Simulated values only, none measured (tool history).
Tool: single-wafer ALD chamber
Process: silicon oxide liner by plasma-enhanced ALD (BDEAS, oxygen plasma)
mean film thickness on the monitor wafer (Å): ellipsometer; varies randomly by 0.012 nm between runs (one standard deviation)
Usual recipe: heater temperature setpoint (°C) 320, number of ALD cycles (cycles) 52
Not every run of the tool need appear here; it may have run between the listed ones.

run,hour,heater temperature setpoint (°C),number of ALD cycles (cycles),"read-back reference wafer on the same gauge, thickness_nm",mean film thickness on the monitor wafer (Å)
1,0,320,52,5.507,46.36
2,25.2,320,52,5.511,46.45
3,47.1,320,52,5.51,46.59
4,77.4,320,52,5.511,46.46
5,97.8,320,48,5.511,42.83
6,111.5,320,52,5.51,46.48
7,126.8,320,52,5.51,46.48
8,151,320,52,5.51,46.27
9,171.3,320,54,5.509,48.18
10,184.4,320,54,5.511,48.29
11,254.7,320,52,5.51,46.39
# hour 299: thermocouple changed; heater temperature recalibrated
12,345.1,320,52,5.51,46.43
# hour 352.7: gauge calibrated
13,363.2,320,52,5.508,46.52
14,394,305,60,5.512,54.74
15,430,332,60,5.511,52.57
16,461.7,326,46,5.509,40.83
17,486.7,329,52,5.51,45.65
18,505.7,320,57,5.513,50.86
19,538.3,320,52,5.509,46.45
20,553.2,327,55,5.512,48.62
21,577.1,320,52,5.51,46.09
22,600.2,320,56,5.511,49.97
23,626.3,313,60,5.51,54.1
24,643.2,325,57,5.511,50.64
25,669.2,320,52,5.509,46.55
26,696.3,311,55,5.511,49.59
27,711.5,306,46,5.509,41.79

4 options for the next run, each taken on its own from the tool as it stands now. Forecast them:
A,712,320,60,?,?
B,712,329,45,?,?
C,712,320,46,?,?
D,712,309,48,?,?

run,"read-back reference wafer on the same gauge, thickness_nm",mean film thickness on the monitor wafer (Å)
A,5.51,53.42
B,5.51,39.59
C,5.51,40.96
D,5.51,43.36
With no hidden state in the tool, these same runs would have given:
run,mean film thickness on the monitor wafer (Å)
A,53.42
B,39.59
C,40.96
D,43.36

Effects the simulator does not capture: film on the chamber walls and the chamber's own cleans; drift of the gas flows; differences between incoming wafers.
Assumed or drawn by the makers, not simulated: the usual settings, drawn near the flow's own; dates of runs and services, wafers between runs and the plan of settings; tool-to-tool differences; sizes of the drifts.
